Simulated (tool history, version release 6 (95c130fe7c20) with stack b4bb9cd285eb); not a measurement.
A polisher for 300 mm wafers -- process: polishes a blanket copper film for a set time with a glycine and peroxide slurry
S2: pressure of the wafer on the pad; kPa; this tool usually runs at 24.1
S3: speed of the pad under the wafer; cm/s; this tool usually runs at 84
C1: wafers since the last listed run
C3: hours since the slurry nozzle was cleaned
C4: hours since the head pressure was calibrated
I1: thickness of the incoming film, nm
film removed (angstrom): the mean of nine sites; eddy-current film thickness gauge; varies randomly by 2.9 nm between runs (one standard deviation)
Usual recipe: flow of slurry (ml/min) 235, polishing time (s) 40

{"run": 1, "day": 0.0, "flow of slurry (ml/min)": 235, "S2": 17.9, "S3": 94, "polishing time (s)": 40, "C1": 0, "wafers polished on this pad": 40, "C3": 141.9, "C4": 887.2, "I1": 1744.8, "film removed (angstrom)": 2641}
{"run": 2, "day": 1.15, "flow of slurry (ml/min)": 235, "S2": 17.9, "S3": 94, "polishing time (s)": 40, "C1": 256, "wafers polished on this pad": 297, "C3": 169.5, "C4": 914.8, "I1": 1761.2, "film removed (angstrom)": 2614}
{"run": 3, "day": 2.158, "flow of slurry (ml/min)": 235, "S2": 24.1, "S3": 84, "polishing time (s)": 40, "C1": 225, "wafers polished on this pad": 523, "C3": 193.7, "C4": 939.0, "I1": 1784.4, "film removed (angstrom)": 3000}
{"day": 3.125, "done": "worn pad replaced by a new one"}
{"run": 4, "day": 3.604, "flow of slurry (ml/min)": 235, "S2": 24.1, "S3": 84, "polishing time (s)": 40, "C1": 285, "wafers polished on this pad": 107, "C3": 228.4, "C4": 973.7, "I1": 1748.3, "film removed (angstrom)": 2987}
{"run": 5, "day": 4.492, "flow of slurry (ml/min)": 235, "S2": 24.1, "S3": 84, "polishing time (s)": 40, "C1": 198, "wafers polished on this pad": 305, "C3": 249.7, "C4": 995.0, "I1": 1773.7, "film removed (angstrom)": 2941}
{"run": 6, "day": 5.383, "flow of slurry (ml/min)": 235, "S2": 24.1, "S3": 84, "polishing time (s)": 40, "C1": 199, "wafers polished on this pad": 505, "C3": 271.1, "C4": 1016.4, "I1": 1765.3, "film removed (angstrom)": 2964}
{"run": 7, "day": 6.075, "flow of slurry (ml/min)": 235, "S2": 20.0, "S3": 84, "polishing time (s)": 40, "C1": 154, "wafers polished on this pad": 659, "C3": 287.7, "C4": 1033.0, "I1": 1750.8, "film removed (angstrom)": 2619}
{"run": 8, "day": 6.583, "flow of slurry (ml/min)": 235, "S2": 20.0, "S3": 84, "polishing time (s)": 40, "C1": 113, "wafers polished on this pad": 773, "C3": 299.9, "C4": 1045.2, "I1": 1774.7, "film removed (angstrom)": 2619}
{"day": 6.933, "done": "worn pad replaced by a new one, of another model than before"}
{"day": 7.092, "done": "head pressure recalibrated"}
{"run": 9, "day": 7.554, "flow of slurry (ml/min)": 235, "S2": 20.0, "S3": 84, "polishing time (s)": 40, "C1": 161, "wafers polished on this pad": 120, "C3": 323.2, "C4": 11.1, "I1": 1759.1, "film removed (angstrom)": 2372}
{"run": 10, "day": 8.538, "flow of slurry (ml/min)": 235, "S2": 17.9, "S3": 56, "polishing time (s)": 36, "C1": 219, "wafers polished on this pad": 339, "C3": 346.8, "C4": 34.7, "I1": 1758.9, "film removed (angstrom)": 1635}
{"run": 11, "day": 9.462, "flow of slurry (ml/min)": 235, "S2": 24.1, "S3": 84, "polishing time (s)": 40, "C1": 206, "wafers polished on this pad": 546, "C3": 369.0, "C4": 56.9, "I1": 1723.4, "film removed (angstrom)": 2815}
{"day": 10.154, "done": "worn pad replaced by a new one"}
{"day": 10.358, "done": "slurry nozzle cleaned"}
{"run": 12, "day": 10.679, "flow of slurry (ml/min)": 235, "S2": 24.1, "S3": 98, "polishing time (s)": 30, "C1": 225, "wafers polished on this pad": 107, "C3": 7.7, "C4": 86.1, "I1": 1734.1, "film removed (angstrom)": 2274}
{"run": 13, "day": 12.012, "flow of slurry (ml/min)": 235, "S2": 24.1, "S3": 84, "polishing time (s)": 40, "C1": 297, "wafers polished on this pad": 405, "C3": 39.7, "C4": 118.1, "I1": 1751.6, "film removed (angstrom)": 2833}
{"run": 14, "day": 13.183, "flow of slurry (ml/min)": 190, "S2": 24.1, "S3": 84, "polishing time (s)": 27, "C1": 261, "wafers polished on this pad": 667, "C3": 67.8, "C4": 146.2, "I1": 1744.7, "film removed (angstrom)": 1888}
{"day": 13.679, "done": "worn pad replaced by a new one"}
{"run": 15, "day": 14.525, "flow of slurry (ml/min)": 270, "S2": 28.3, "S3": 92, "polishing time (s)": 46, "C1": 262, "wafers polished on this pad": 189, "C3": 100.0, "C4": 178.4, "I1": 1755.9, "film removed (angstrom)": 4049}
{"run": 16, "day": 15.6, "flow of slurry (ml/min)": 235, "S2": 24.1, "S3": 84, "polishing time (s)": 31, "C1": 240, "wafers polished on this pad": 429, "C3": 125.8, "C4": 204.2, "I1": 1756.1, "film removed (angstrom)": 2215}
{"run": 17, "day": 16.704, "flow of slurry (ml/min)": 210, "S2": 31.0, "S3": 96, "polishing time (s)": 47, "C1": 246, "wafers polished on this pad": 676, "C3": 152.3, "C4": 230.7, "I1": 1736.8, "film removed (angstrom)": 4512}
{"day": 17.517, "done": "worn pad replaced by a new one"}
{"run": 18, "day": 17.633, "flow of slurry (ml/min)": 260, "S2": 28.3, "S3": 66, "polishing time (s)": 40, "C1": 170, "wafers polished on this pad": 26, "C3": 174.6, "C4": 253.0, "I1": 1749.1, "film removed (angstrom)": 3028}

5 ways to go on from here, each from the tool as it stands after run 18. What would each give?
{"run": "A", "day": 17.65, "flow of slurry (ml/min)": 235, "S2": 24.1, "S3": 84, "polishing time (s)": 50, "C1": 3, "wafers polished on this pad": 29, "C3": 175.0, "C4": 253.4, "I1": 1771.3, "film removed (angstrom)": "?"}
{"run": "B", "day": 17.65, "flow of slurry (ml/min)": 305, "S2": 29.6, "S3": 84, "polishing time (s)": 33, "C1": 3, "wafers polished on this pad": 29, "C3": 175.0, "C4": 253.4, "I1": 1771.3, "film removed (angstrom)": "?"}
{"run": "C", "day": 17.65, "flow of slurry (ml/min)": 235, "S2": 24.1, "S3": 58, "polishing time (s)": 40, "C1": 3, "wafers polished on this pad": 29, "C3": 175.0, "C4": 253.4, "I1": 1771.3, "film removed (angstrom)": "?"}
{"run": "D", "day": 17.65, "flow of slurry (ml/min)": 270, "S2": 30.3, "S3": 84, "polishing time (s)": 51, "C1": 3, "wafers polished on this pad": 29, "C3": 175.0, "C4": 253.4, "I1": 1771.3, "film removed (angstrom)": "?"}
{"run": "E", "day": 17.65, "flow of slurry (ml/min)": 235, "S2": 19.3, "S3": 84, "polishing time (s)": 51, "C1": 3, "wafers polished on this pad": 29, "C3": 175.0, "C4": 253.4, "I1": 1771.3, "film removed (angstrom)": "?"}

run=A film_removed_(angstrom)=3587
run=B film_removed_(angstrom)=2928
run=C film_removed_(angstrom)=2413
run=D film_removed_(angstrom)=4578
run=E film_removed_(angstrom)=2987
Take away the tool's hidden state, keep each run's random variation, and the runs would have read:
run=A film_removed_(angstrom)=3446
run=B film_removed_(angstrom)=2809
run=C film_removed_(angstrom)=2322
run=D film_removed_(angstrom)=4392
run=E film_removed_(angstrom)=2874
